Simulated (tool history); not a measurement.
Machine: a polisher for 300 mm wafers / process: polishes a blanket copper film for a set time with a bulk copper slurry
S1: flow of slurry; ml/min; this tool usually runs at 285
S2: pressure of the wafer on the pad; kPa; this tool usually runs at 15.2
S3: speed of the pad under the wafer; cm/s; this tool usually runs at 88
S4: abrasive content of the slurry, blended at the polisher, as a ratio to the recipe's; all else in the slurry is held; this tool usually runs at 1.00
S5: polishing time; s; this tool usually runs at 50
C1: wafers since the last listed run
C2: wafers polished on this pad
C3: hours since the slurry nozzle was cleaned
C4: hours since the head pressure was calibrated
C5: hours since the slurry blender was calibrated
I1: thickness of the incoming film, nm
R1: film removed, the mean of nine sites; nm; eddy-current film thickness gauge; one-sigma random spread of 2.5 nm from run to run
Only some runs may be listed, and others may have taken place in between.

| run | hour | S1 | S2 | S3 | S4 | S5 | C1 | C2 | C3 | C4 | C5 | I1 | R1 |
|---|---|---|---|---|---|---|---|---|---|---|---|---|---|
| 1 | 0.0 | 285 | 15.2 | 106 | 1.00 | 50 | 0 | 681 | 373.6 | 318.3 | 313.3 | 2930.4 | 335.6 |
|  | 12.4 | slurry nozzle cleaned |
| 2 | 24.0 | 285 | 15.2 | 106 | 1.00 | 50 | 201 | 882 | 11.6 | 342.3 | 337.3 | 2901.8 | 331.3 |
| 3 | 41.0 | 285 | 15.2 | 88 | 1.00 | 50 | 148 | 1031 | 28.6 | 359.3 | 354.3 | 2879.4 | 276.7 |
| 4 | 56.9 | 285 | 15.2 | 88 | 0.80 | 50 | 139 | 1170 | 44.5 | 375.2 | 370.2 | 2913.7 | 253.8 |
| 5 | 78.9 | 285 | 15.2 | 88 | 0.80 | 50 | 192 | 1363 | 66.5 | 397.2 | 392.2 | 2909.2 | 249.4 |
| 6 | 95.0 | 285 | 15.2 | 74 | 1.00 | 50 | 140 | 1504 | 82.6 | 413.3 | 408.3 | 2931.2 | 223.8 |
| 7 | 115.5 | 285 | 15.2 | 74 | 1.00 | 50 | 179 | 1684 | 103.1 | 433.8 | 428.8 | 2938.0 | 219.6 |
|  | 121.1 | worn pad replaced by a new one |
| 8 | 141.6 | 285 | 13.1 | 88 | 1.00 | 50 | 193 | 179 | 129.2 | 459.9 | 454.9 | 2908.8 | 244.9 |
|  | 173.5 | slurry blender recalibrated |
| 9 | 174.6 | 285 | 13.1 | 88 | 1.00 | 50 | 271 | 451 | 162.2 | 492.9 | 1.1 | 2882.5 | 243.1 |
|  | 286.3 | worn pad replaced by a new one |
| 10 | 286.8 | 285 | 13.1 | 88 | 1.00 | 50 | 947 | 4 | 274.4 | 605.1 | 113.3 | 2866.9 | 242.4 |
| 11 | 316.5 | 285 | 15.2 | 88 | 1.00 | 50 | 260 | 264 | 304.1 | 634.8 | 143.0 | 2836.9 | 286.5 |
| 12 | 347.9 | 185 | 15.2 | 88 | 1.15 | 50 | 274 | 539 | 335.5 | 666.2 | 174.4 | 2898.5 | 273.5 |
|  | 371.7 | slurry nozzle cleaned |
| 13 | 380.1 | 310 | 15.2 | 110 | 1.00 | 50 | 273 | 812 | 8.4 | 698.4 | 206.6 | 2864.0 | 350.1 |
| 14 | 402.5 | 285 | 15.2 | 88 | 1.00 | 66 | 196 | 1008 | 30.8 | 720.8 | 229.0 | 2889.2 | 362.2 |
|  | 442.9 | head pressure recalibrated |
| 15 | 443.4 | 285 | 15.2 | 88 | 1.00 | 36 | 340 | 1349 | 71.7 | 0.5 | 269.9 | 2892.5 | 188.6 |
|  | 461.1 | worn pad replaced by a new one |
| 16 | 461.6 | 190 | 15.2 | 88 | 1.00 | 50 | 124 | 4 | 89.9 | 18.7 | 288.1 | 2867.6 | 269.0 |
| 17 | 479.5 | 285 | 15.2 | 88 | 1.00 | 50 | 156 | 160 | 107.8 | 36.6 | 306.0 | 2886.2 | 288.7 |
| 18 | 515.0 | 285 | 12.4 | 62 | 1.00 | 50 | 310 | 471 | 143.3 | 72.1 | 341.5 | 2907.6 | 166.0 |
| 19 | 540.1 | 285 | 15.2 | 88 | 1.00 | 50 | 219 | 691 | 168.4 | 97.2 | 366.6 | 2959.9 | 280.9 |
| 20 | 554.3 | 285 | 15.2 | 88 | 1.00 | 50 | 124 | 815 | 182.6 | 111.4 | 380.8 | 2880.0 | 275.1 |
| 21 | 584.7 | 235 | 15.2 | 88 | 1.25 | 64 | 266 | 1082 | 213.0 | 141.8 | 411.2 | 2883.9 | 370.2 |
| 22 | 619.2 | 285 | 15.2 | 88 | 1.00 | 50 | 302 | 1384 | 247.5 | 176.3 | 445.7 | 2949.8 | 273.6 |
|  | 638.3 | slurry blender recalibrated |
| 23 | 649.3 | 320 | 18.6 | 62 | 1.15 | 50 | 246 | 1630 | 277.6 | 206.4 | 11.0 | 2859.7 | 242.1 |
| 24 | 670.1 | 285 | 15.2 | 88 | 1.00 | 50 | 182 | 1812 | 298.4 | 227.2 | 31.8 | 2891.3 | 258.3 |
|  | 681.8 | worn pad replaced by a new one |
| 25 | 704.6 | 285 | 15.2 | 112 | 1.00 | 36 | 267 | 199 | 332.9 | 261.7 | 66.3 | 2906.2 | 258.7 |
| 26 | 722.7 | 285 | 15.2 | 88 | 1.15 | 37 | 158 | 358 | 351.0 | 279.8 | 84.4 | 2862.7 | 217.5 |
| 27 | 751.2 | 285 | 15.2 | 70 | 1.30 | 62 | 249 | 607 | 379.5 | 308.3 | 112.9 | 2949.7 | 295.5 |
|  | 768.3 | slurry nozzle cleaned |
| 28 | 780.1 | 235 | 13.1 | 88 | 1.00 | 44 | 244 | 852 | 11.8 | 337.2 | 141.8 | 2905.3 | 204.6 |
| 29 | 807.2 | 285 | 15.2 | 88 | 0.90 | 50 | 237 | 1089 | 38.9 | 364.3 | 168.9 | 2894.5 | 265.0 |
| 30 | 823.2 | 285 | 12.4 | 88 | 1.00 | 50 | 140 | 1229 | 54.9 | 380.3 | 184.9 | 2845.0 | 218.8 |

4 ways to go on from here, each from the tool as it stands after run 30. What would each give?
| A | 823.6 | 285 | 10.3 | 88 | 1.00 | 50 | 3 | 1232 | 55.3 | 380.7 | 185.3 | 2874.0 | ? |
| B | 823.6 | 285 | 15.2 | 76 | 1.00 | 50 | 3 | 1232 | 55.3 | 380.7 | 185.3 | 2874.0 | ? |
| C | 823.6 | 285 | 15.2 | 88 | 1.20 | 37 | 3 | 1232 | 55.3 | 380.7 | 185.3 | 2874.0 | ? |
| D | 823.6 | 345 | 15.2 | 88 | 1.00 | 36 | 3 | 1232 | 55.3 | 380.7 | 185.3 | 2874.0 | ? |

| run | R1 |
|---|---|
| A | 185.0 |
| B | 234.4 |
| C | 213.0 |
| D | 198.9 |
Without the tool's hidden state the same runs would have given:
| run | R1 |
|---|---|
| A | 194.5 |
| B | 246.4 |
| C | 223.8 |
| D | 209.1 |
